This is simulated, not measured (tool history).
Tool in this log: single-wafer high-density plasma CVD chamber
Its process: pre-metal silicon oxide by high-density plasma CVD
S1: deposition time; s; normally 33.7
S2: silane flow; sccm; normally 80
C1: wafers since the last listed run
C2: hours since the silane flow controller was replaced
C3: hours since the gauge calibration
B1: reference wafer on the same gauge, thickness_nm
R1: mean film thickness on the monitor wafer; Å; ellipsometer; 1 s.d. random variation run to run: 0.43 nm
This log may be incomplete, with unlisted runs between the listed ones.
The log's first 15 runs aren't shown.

Run 16, hour 180.7: usual settings; C1 326; C2 4154.9; C3 28.9; B1 278.895. Result: R1 2690.62 Å.
Run 17, hour 188.9: usual settings; C1 173; C2 4163.1; C3 37.1; B1 278.943. Result: R1 2686.60 Å.
Run 18, hour 196.6: usual settings; C1 163; C2 4170.8; C3 44.8; B1 279.180. Result: R1 2688.05 Å.
Run 19, hour 206.9: usual settings; C1 218; C2 4181.1; C3 55.1; B1 279.127. Result: R1 2691.54 Å.
Run 20, hour 214.3: usual settings but S1 28.9 s; C1 156; C2 4188.5; C3 62.5; B1 279.009. Result: R1 2305.19 Å.
Run 21, hour 220.8: usual settings but S1 30.7 s, S2 86 sccm; C1 137; C2 4195.0; C3 69.0; B1 279.003. Result: R1 2624.30 Å.
Run 22, hour 229.2: usual settings but S1 39.5 s; C1 177; C2 4203.4; C3 77.4; B1 279.027. Result: R1 3154.50 Å.
At hour 241.1: silane flow controller replaced.
Run 23, hour 247.0: usual settings but S1 29.2 s, S2 85 sccm; C1 207; C2 5.9; C3 95.2; B1 279.009. Result: R1 2659.35 Å.
Run 24, hour 258.7: usual settings but S1 28.4 s; C1 247; C2 17.6; C3 106.9; B1 278.987. Result: R1 2435.97 Å.
Run 25, hour 268.9: usual settings; C1 215; C2 27.8; C3 117.1; B1 279.049. Result: R1 2888.23 Å.
Run 26, hour 278.2: usual settings; C1 196; C2 37.1; C3 126.4; B1 278.988. Result: R1 2876.32 Å.
Run 27, hour 296.1: usual settings but S1 29.5 s, S2 75 sccm; C1 379; C2 55.0; C3 144.3; B1 279.044. Result: R1 2361.01 Å.
Run 28, hour 302.1: usual settings but S1 29.3 s, S2 90 sccm; C1 127; C2 61.0; C3 150.3; B1 278.963. Result: R1 2821.48 Å.
Run 29, hour 318.6: usual settings but S1 29.5 s, S2 95 sccm; C1 349; C2 77.5; C3 166.8; B1 278.975. Result: R1 2992.29 Å.
Run 30, hour 333.8: usual settings but S1 40.3 s, S2 66 sccm; C1 321; C2 92.7; C3 182.0; B1 279.062. Result: R1 2840.57 Å.
Run 31, hour 344.5: usual settings but S1 39.9 s, S2 95 sccm; C1 226; C2 103.4; C3 192.7; B1 279.065. Result: R1 4049.40 Å.
Run 32, hour 353.8: usual settings but S1 36.7 s, S2 67 sccm; C1 196; C2 112.7; C3 202.0; B1 279.036. Result: R1 2626.51 Å.
Run 33, hour 370.7: usual settings but S1 29.2 s, S2 85 sccm; C1 357; C2 129.6; C3 218.9; B1 278.915. Result: R1 2645.58 Å.
Run 34, hour 378.3: usual settings; C1 160; C2 137.2; C3 226.5; B1 279.028. Result: R1 2873.63 Å.
Run 35, hour 387.2: usual settings but S1 27.2 s, S2 65 sccm; C1 188; C2 146.1; C3 235.4; B1 279.034. Result: R1 1879.45 Å.
Run 36, hour 402.6: usual settings but S1 31.2 s, S2 86 sccm; C1 326; C2 161.5; C3 250.8; B1 278.989. Result: R1 2851.90 Å.
Run 37, hour 416.6: usual settings but S1 27.2 s, S2 69 sccm; C1 296; C2 175.5; C3 264.8; B1 279.103. Result: R1 1997.76 Å.
Run 38, hour 429.4: usual settings but S1 29.5 s, S2 75 sccm; C1 271; C2 188.3; C3 277.6; B1 278.979. Result: R1 2351.44 Å.
Run 39, hour 437.8: usual settings but S1 31.1 s, S2 89 sccm; C1 177; C2 196.7; C3 286.0; B1 278.847. Result: R1 2946.47 Å.

Below are 4 alternative next runs, each starting from the tool's condition after run 39. Predict each:
Run A, hour 438.2: usual settings but S2 71 sccm; C1 8; C2 197.1; C3 286.4; B1 ?. Result: R1 ?.
Run B, hour 438.2: usual settings but S1 38.1 s, S2 70 sccm; C1 8; C2 197.1; C3 286.4; B1 ?. Result: R1 ?.
Run C, hour 438.2: usual settings but S1 36.1 s, S2 92 sccm; C1 8; C2 197.1; C3 286.4; B1 ?. Result: R1 ?.
Run D, hour 438.2: usual settings but S1 35.6 s, S2 90 sccm; C1 8; C2 197.1; C3 286.4; B1 ?. Result: R1 ?.

run       B1       R1
  A  278.970  2535.61
  B  278.970  2826.30
  C  278.970  3519.57
  D  278.970  3395.37
With the hidden condition removed and each run's random variation left untouched, the same runs would have given:
run       R1
  A  2551.52
  B  2844.03
  C  3541.65
  D  3416.67

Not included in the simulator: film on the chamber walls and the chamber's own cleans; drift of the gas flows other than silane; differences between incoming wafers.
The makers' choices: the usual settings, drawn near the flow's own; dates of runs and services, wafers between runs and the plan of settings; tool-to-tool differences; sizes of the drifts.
